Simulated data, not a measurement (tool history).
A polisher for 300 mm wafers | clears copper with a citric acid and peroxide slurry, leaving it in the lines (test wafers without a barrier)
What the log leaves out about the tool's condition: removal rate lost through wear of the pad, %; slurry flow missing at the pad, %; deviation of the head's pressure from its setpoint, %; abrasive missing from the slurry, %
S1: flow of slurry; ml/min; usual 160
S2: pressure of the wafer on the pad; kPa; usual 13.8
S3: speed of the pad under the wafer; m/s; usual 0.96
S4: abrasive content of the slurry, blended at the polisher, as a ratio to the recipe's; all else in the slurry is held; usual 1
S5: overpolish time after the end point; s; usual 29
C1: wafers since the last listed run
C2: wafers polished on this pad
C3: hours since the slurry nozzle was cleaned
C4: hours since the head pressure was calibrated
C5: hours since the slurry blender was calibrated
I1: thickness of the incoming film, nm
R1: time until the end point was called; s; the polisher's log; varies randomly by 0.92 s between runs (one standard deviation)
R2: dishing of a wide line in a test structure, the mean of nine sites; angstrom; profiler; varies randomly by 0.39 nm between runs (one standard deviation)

{"run": 1, "hour": 0.0, "S1": 160, "S2": 13.8, "S3": 0.96, "S4": 1, "S5": 29, "C1": 0, "C2": 87, "C3": 605.3, "C4": 830.6, "C5": 150.8, "I1": 107.9, "R1": 92.2, "R2": 286}
{"run": 2, "hour": 13.8, "S1": 160, "S2": 13.8, "S3": 0.96, "S4": 1, "S5": 29, "C1": 120, "C2": 208, "C3": 619.1, "C4": 844.4, "C5": 164.6, "I1": 110, "R1": 92.8, "R2": 282}
{"run": 3, "hour": 38.5, "S1": 160, "S2": 13.8, "S3": 0.96, "S4": 1, "S5": 29, "C1": 216, "C2": 424, "C3": 643.8, "C4": 869.1, "C5": 189.3, "I1": 110.8, "R1": 92.7, "R2": 279}
{"run": 4, "hour": 71.0, "S1": 160, "S2": 13.8, "S3": 0.86, "S4": 1, "S5": 29, "C1": 284, "C2": 709, "C3": 676.3, "C4": 901.6, "C5": 221.8, "I1": 111, "R1": 103.9, "R2": 259}
{"hour": 87.2, "done": "worn pad replaced by a new one"}
{"run": 5, "hour": 87.7, "S1": 160, "S2": 13.8, "S3": 0.86, "S4": 1, "S5": 29, "C1": 111, "C2": 4, "C3": 693, "C4": 918.3, "C5": 238.5, "I1": 109.5, "R1": 102.8, "R2": 251}
{"hour": 119.1, "done": "slurry blender recalibrated"}
{"run": 6, "hour": 119.6, "S1": 120, "S2": 13.8, "S3": 0.96, "S4": 1, "S5": 29, "C1": 262, "C2": 266, "C3": 724.9, "C4": 950.2, "C5": 0.5, "I1": 109.8, "R1": 97.5, "R2": 269}
{"run": 7, "hour": 146.0, "S1": 160, "S2": 13.8, "S3": 0.96, "S4": 1, "S5": 29, "C1": 231, "C2": 497, "C3": 751.3, "C4": 976.6, "C5": 26.9, "I1": 110.3, "R1": 90.9, "R2": 277}
{"run": 8, "hour": 171.2, "S1": 160, "S2": 13.8, "S3": 0.96, "S4": 1, "S5": 29, "C1": 220, "C2": 718, "C3": 776.5, "C4": 1001.8, "C5": 52.1, "I1": 110.2, "R1": 92.8, "R2": 281}
{"run": 9, "hour": 200.8, "S1": 160, "S2": 13.8, "S3": 0.96, "S4": 1, "S5": 29, "C1": 259, "C2": 978, "C3": 806.1, "C4": 1031.4, "C5": 81.7, "I1": 110.2, "R1": 93, "R2": 287}
{"hour": 205.4, "done": "worn pad replaced by a new one"}
{"run": 10, "hour": 228.9, "S1": 160, "S2": 13.8, "S3": 0.96, "S4": 1, "S5": 29, "C1": 211, "C2": 205, "C3": 834.2, "C4": 1059.5, "C5": 109.8, "I1": 110.7, "R1": 92.7, "R2": 287}
{"hour": 233.2, "done": "slurry nozzle cleaned"}
{"run": 11, "hour": 264.0, "S1": 160, "S2": 13.8, "S3": 0.96, "S4": 1, "S5": 29, "C1": 298, "C2": 504, "C3": 30.8, "C4": 1094.6, "C5": 144.9, "I1": 108.6, "R1": 90.8, "R2": 289}
{"run": 12, "hour": 277.8, "S1": 160, "S2": 13.8, "S3": 0.7, "S4": 1, "S5": 29, "C1": 120, "C2": 625, "C3": 44.6, "C4": 1108.4, "C5": 158.7, "I1": 109.6, "R1": 125.6, "R2": 212}
{"run": 13, "hour": 291.5, "S1": 160, "S2": 13.8, "S3": 0.96, "S4": 1, "S5": 29, "C1": 120, "C2": 745, "C3": 58.3, "C4": 1122.1, "C5": 172.4, "I1": 109.2, "R1": 92, "R2": 283}
{"run": 14, "hour": 309.8, "S1": 115, "S2": 17.9, "S3": 0.96, "S4": 1, "S5": 40, "C1": 160, "C2": 906, "C3": 76.6, "C4": 1140.4, "C5": 190.7, "I1": 108.1, "R1": 75.9, "R2": 452}
{"hour": 318.0, "done": "worn pad replaced by a new one"}
{"run": 15, "hour": 366.8, "S1": 205, "S2": 13.8, "S3": 0.84, "S4": 1, "S5": 29, "C1": 464, "C2": 428, "C3": 133.6, "C4": 1197.4, "C5": 247.7, "I1": 108, "R1": 99.5, "R2": 252}
{"hour": 387.7, "done": "slurry blender recalibrated"}
{"run": 16, "hour": 392.8, "S1": 160, "S2": 15.9, "S3": 0.96, "S4": 1.15, "S5": 21, "C1": 210, "C2": 638, "C3": 159.6, "C4": 1223.4, "C5": 5.1, "I1": 110.4, "R1": 79.3, "R2": 244}
{"run": 17, "hour": 419.1, "S1": 160, "S2": 13.8, "S3": 0.96, "S4": 1, "S5": 29, "C1": 230, "C2": 868, "C3": 185.9, "C4": 1249.7, "C5": 31.4, "I1": 110.2, "R1": 93.4, "R2": 285}
{"hour": 435.9, "done": "worn pad replaced by a new one"}
{"hour": 436.6, "done": "head pressure recalibrated"}
{"run": 18, "hour": 450.4, "S1": 140, "S2": 9.7, "S3": 1.1, "S4": 1, "S5": 23, "C1": 233, "C2": 120, "C3": 217.2, "C4": 13.8, "C5": 62.7, "I1": 111.6, "R1": 119.7, "R2": 177}
{"run": 19, "hour": 471.0, "S1": 160, "S2": 13.8, "S3": 0.96, "S4": 1, "S5": 29, "C1": 180, "C2": 301, "C3": 237.8, "C4": 34.4, "C5": 83.3, "I1": 109.6, "R1": 93.2, "R2": 275}
{"run": 20, "hour": 493.4, "S1": 160, "S2": 15.9, "S3": 0.84, "S4": 0.7, "S5": 29, "C1": 196, "C2": 497, "C3": 260.2, "C4": 56.8, "C5": 105.7, "I1": 107.5, "R1": 96.7, "R2": 271}
{"run": 21, "hour": 512.9, "S1": 160, "S2": 18.6, "S3": 0.84, "S4": 1.15, "S5": 29, "C1": 170, "C2": 668, "C3": 279.7, "C4": 76.3, "C5": 125.2, "I1": 111.2, "R1": 77.4, "R2": 346}
{"hour": 538.5, "done": "worn pad replaced by a new one"}
{"run": 22, "hour": 539.0, "S1": 160, "S2": 13.8, "S3": 0.96, "S4": 1, "S5": 43, "C1": 193, "C2": 4, "C3": 305.8, "C4": 102.4, "C5": 151.3, "I1": 109.5, "R1": 91.1, "R2": 400}
{"run": 23, "hour": 569.9, "S1": 160, "S2": 13.8, "S3": 0.96, "S4": 1, "S5": 29, "C1": 270, "C2": 275, "C3": 336.7, "C4": 133.3, "C5": 182.2, "I1": 110.9, "R1": 91.4, "R2": 284}

Each row is a separate what-if for the run after 23, all from the same tool condition, not one after another. Results?
{"run": "A", "hour": 570.3, "S1": 160, "S2": 13.8, "S3": 0.96, "S4": 1, "S5": 41, "C1": 3, "C2": 278, "C3": 337.1, "C4": 133.7, "C5": 182.6, "I1": 111.6, "R1": "?", "R2": "?"}
{"run": "B", "hour": 570.3, "S1": 160, "S2": 13.8, "S3": 0.68, "S4": 1, "S5": 34, "C1": 3, "C2": 278, "C3": 337.1, "C4": 133.7, "C5": 182.6, "I1": 111.6, "R1": "?", "R2": "?"}
{"run": "C", "hour": 570.3, "S1": 185, "S2": 13.8, "S3": 1.12, "S4": 0.8, "S5": 29, "C1": 3, "C2": 278, "C3": 337.1, "C4": 133.7, "C5": 182.6, "I1": 111.6, "R1": "?", "R2": "?"}
{"run": "D", "hour": 570.3, "S1": 160, "S2": 13.8, "S3": 0.96, "S4": 1, "S5": 35, "C1": 3, "C2": 278, "C3": 337.1, "C4": 133.7, "C5": 182.6, "I1": 111.6, "R1": "?", "R2": "?"}
{"run": "E", "hour": 570.3, "S1": 125, "S2": 13.8, "S3": 1.3, "S4": 0.8, "S5": 29, "C1": 3, "C2": 278, "C3": 337.1, "C4": 133.7, "C5": 182.6, "I1": 111.6, "R1": "?", "R2": "?"}

run=A R1=93.2 R2=382
run=B R1=129.7 R2=244
run=C R1=82.4 R2=315
run=D R1=93.2 R2=334
run=E R1=76.9 R2=335
What these runs would have given with no unlogged condition in the tool:
run=A R1=93.2 R2=382
run=B R1=129.7 R2=244
run=C R1=82.4 R2=315
run=D R1=93.2 R2=334
run=E R1=76.9 R2=335
